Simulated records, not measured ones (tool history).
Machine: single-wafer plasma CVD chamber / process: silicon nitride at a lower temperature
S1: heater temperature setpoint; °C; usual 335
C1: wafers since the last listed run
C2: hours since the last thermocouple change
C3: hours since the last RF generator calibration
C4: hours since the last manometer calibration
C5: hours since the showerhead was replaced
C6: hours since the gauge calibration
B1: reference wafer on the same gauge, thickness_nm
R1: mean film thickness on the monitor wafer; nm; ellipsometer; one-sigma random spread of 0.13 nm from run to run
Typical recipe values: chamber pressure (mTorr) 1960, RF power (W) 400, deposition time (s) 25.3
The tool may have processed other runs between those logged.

{"run": 1, "day": 0.0, "S1": 335, "chamber pressure (mTorr)": 1960, "RF power (W)": 400, "deposition time (s)": 25.3, "C1": 0, "C2": 1552.6, "C3": 529.9, "C4": 122.7, "C5": 4393.2, "C6": 699.5, "B1": 39.562, "R1": 39.4}
{"run": 2, "day": 3.771, "S1": 335, "chamber pressure (mTorr)": 1960, "RF power (W)": 400, "deposition time (s)": 25.3, "C1": 1364, "C2": 1643.1, "C3": 620.4, "C4": 213.2, "C5": 4483.7, "C6": 790.0, "B1": 39.601, "R1": 39.178}
{"run": 3, "day": 5.45, "S1": 335, "chamber pressure (mTorr)": 1960, "RF power (W)": 400, "deposition time (s)": 25.3, "C1": 607, "C2": 1683.4, "C3": 660.7, "C4": 253.5, "C5": 4524.0, "C6": 830.3, "B1": 39.613, "R1": 39.1}
{"run": 4, "day": 8.188, "S1": 335, "chamber pressure (mTorr)": 1960, "RF power (W)": 370, "deposition time (s)": 26.3, "C1": 990, "C2": 1749.1, "C3": 726.4, "C4": 319.2, "C5": 4589.7, "C6": 896.0, "B1": 39.578, "R1": 38.111}
{"day": 8.8, "done": "RF generator calibrated"}
{"run": 5, "day": 10.896, "S1": 335, "chamber pressure (mTorr)": 1960, "RF power (W)": 370, "deposition time (s)": 26.3, "C1": 859, "C2": 1814.1, "C3": 50.3, "C4": 384.2, "C5": 4654.7, "C6": 961.0, "B1": 39.588, "R1": 39.307}
{"run": 6, "day": 13.562, "S1": 335, "chamber pressure (mTorr)": 1960, "RF power (W)": 370, "deposition time (s)": 26.3, "C1": 965, "C2": 1878.1, "C3": 114.3, "C4": 448.2, "C5": 4718.7, "C6": 1025.0, "B1": 39.616, "R1": 38.932}
{"run": 7, "day": 16.908, "S1": 335, "chamber pressure (mTorr)": 1960, "RF power (W)": 400, "deposition time (s)": 25.3, "C1": 1210, "C2": 1958.4, "C3": 194.6, "C4": 528.5, "C5": 4799.0, "C6": 1105.3, "B1": 39.585, "R1": 39.834}
{"run": 8, "day": 20.846, "S1": 335, "chamber pressure (mTorr)": 1960, "RF power (W)": 400, "deposition time (s)": 25.3, "C1": 1425, "C2": 2052.9, "C3": 289.1, "C4": 623.0, "C5": 4893.5, "C6": 1199.8, "B1": 39.543, "R1": 39.913}
{"run": 9, "day": 24.788, "S1": 335, "chamber pressure (mTorr)": 1960, "RF power (W)": 355, "deposition time (s)": 25.3, "C1": 1426, "C2": 2147.5, "C3": 383.7, "C4": 717.6, "C5": 4988.1, "C6": 1294.4, "B1": 39.607, "R1": 36.343}
{"run": 10, "day": 27.3, "S1": 335, "chamber pressure (mTorr)": 1960, "RF power (W)": 355, "deposition time (s)": 25.3, "C1": 909, "C2": 2207.8, "C3": 444.0, "C4": 777.9, "C5": 5048.4, "C6": 1354.7, "B1": 39.641, "R1": 36.071}
{"run": 11, "day": 31.592, "S1": 335, "chamber pressure (mTorr)": 1960, "RF power (W)": 400, "deposition time (s)": 25.3, "C1": 1553, "C2": 2310.8, "C3": 547.0, "C4": 880.9, "C5": 5151.4, "C6": 1457.7, "B1": 39.583, "R1": 39.154}
{"run": 12, "day": 35.312, "S1": 335, "chamber pressure (mTorr)": 1960, "RF power (W)": 400, "deposition time (s)": 25.3, "C1": 1346, "C2": 2400.1, "C3": 636.3, "C4": 970.2, "C5": 5240.7, "C6": 1547.0, "B1": 39.603, "R1": 39.237}
{"day": 37.238, "done": "gauge calibrated"}
{"run": 13, "day": 38.617, "S1": 335, "chamber pressure (mTorr)": 1960, "RF power (W)": 400, "deposition time (s)": 25.3, "C1": 1195, "C2": 2479.4, "C3": 715.6, "C4": 1049.5, "C5": 5320.0, "C6": 33.1, "B1": 39.624, "R1": 38.815}
{"day": 41.354, "done": "RF generator calibrated"}
{"run": 14, "day": 42.321, "S1": 335, "chamber pressure (mTorr)": 1960, "RF power (W)": 400, "deposition time (s)": 25.3, "C1": 1219, "C2": 2568.3, "C3": 23.2, "C4": 1138.4, "C5": 5408.9, "C6": 122.0, "B1": 39.564, "R1": 38.158}
{"day": 45.108, "done": "capacitance manometer re-zeroed and calibrated"}
{"day": 45.404, "done": "thermocouple changed; heater temperature recalibrated"}
{"run": 15, "day": 45.592, "S1": 335, "chamber pressure (mTorr)": 2230, "RF power (W)": 325, "deposition time (s)": 23.5, "C1": 955, "C2": 4.5, "C3": 101.7, "C4": 11.6, "C5": 5487.4, "C6": 200.5, "B1": 39.651, "R1": 31.716}
{"run": 16, "day": 48.55, "S1": 341, "chamber pressure (mTorr)": 2110, "RF power (W)": 400, "deposition time (s)": 25.3, "C1": 1070, "C2": 75.5, "C3": 172.7, "C4": 82.6, "C5": 5558.4, "C6": 271.5, "B1": 39.612, "R1": 39.484}
{"run": 17, "day": 52.442, "S1": 335, "chamber pressure (mTorr)": 1960, "RF power (W)": 400, "deposition time (s)": 22.3, "C1": 1408, "C2": 168.9, "C3": 266.1, "C4": 176.0, "C5": 5651.8, "C6": 364.9, "B1": 39.621, "R1": 33.582}
{"day": 53.362, "done": "RF generator calibrated, repeated, since the last time left the tool worse"}
{"run": 18, "day": 54.817, "S1": 335, "chamber pressure (mTorr)": 1960, "RF power (W)": 400, "deposition time (s)": 25.3, "C1": 738, "C2": 225.9, "C3": 34.9, "C4": 233.0, "C5": 5708.8, "C6": 421.9, "B1": 39.57, "R1": 39.926}
{"run": 19, "day": 58.229, "S1": 335, "chamber pressure (mTorr)": 1960, "RF power (W)": 400, "deposition time (s)": 22.4, "C1": 1235, "C2": 307.8, "C3": 116.8, "C4": 314.9, "C5": 5790.7, "C6": 503.8, "B1": 39.653, "R1": 35.264}
{"run": 20, "day": 61.638, "S1": 335, "chamber pressure (mTorr)": 2290, "RF power (W)": 430, "deposition time (s)": 25.3, "C1": 1233, "C2": 389.6, "C3": 198.6, "C4": 396.7, "C5": 5872.5, "C6": 585.6, "B1": 39.643, "R1": 44.437}
{"run": 21, "day": 63.608, "S1": 335, "chamber pressure (mTorr)": 2440, "RF power (W)": 400, "deposition time (s)": 25.3, "C1": 713, "C2": 436.9, "C3": 245.9, "C4": 444.0, "C5": 5919.8, "C6": 632.9, "B1": 39.629, "R1": 43.156}
{"run": 22, "day": 68.033, "S1": 327, "chamber pressure (mTorr)": 2420, "RF power (W)": 435, "deposition time (s)": 23.2, "C1": 1601, "C2": 543.1, "C3": 352.1, "C4": 550.2, "C5": 6026.0, "C6": 739.1, "B1": 39.57, "R1": 42.019}
{"day": 68.896, "done": "showerhead replaced"}
{"run": 23, "day": 71.225, "S1": 335, "chamber pressure (mTorr)": 1960, "RF power (W)": 400, "deposition time (s)": 25.3, "C1": 1034, "C2": 619.7, "C3": 428.7, "C4": 626.8, "C5": 55.9, "C6": 815.7, "B1": 39.563, "R1": 39.589}

Predict the results of run 24:
{"run": 24, "day": 73.392, "S1": 335, "chamber pressure (mTorr)": 1960, "RF power (W)": 400, "deposition time (s)": 25.3, "C1": 784, "C2": 671.7, "C3": 480.7, "C4": 678.8, "C5": 107.9, "C6": 867.7, "B1": "?", "R1": "?"}

{"run 24": {"B1": 39.578, "R1": 39.335}}
The same run, on a tool lacking any hidden state, would have yielded R1 39.798 nm.
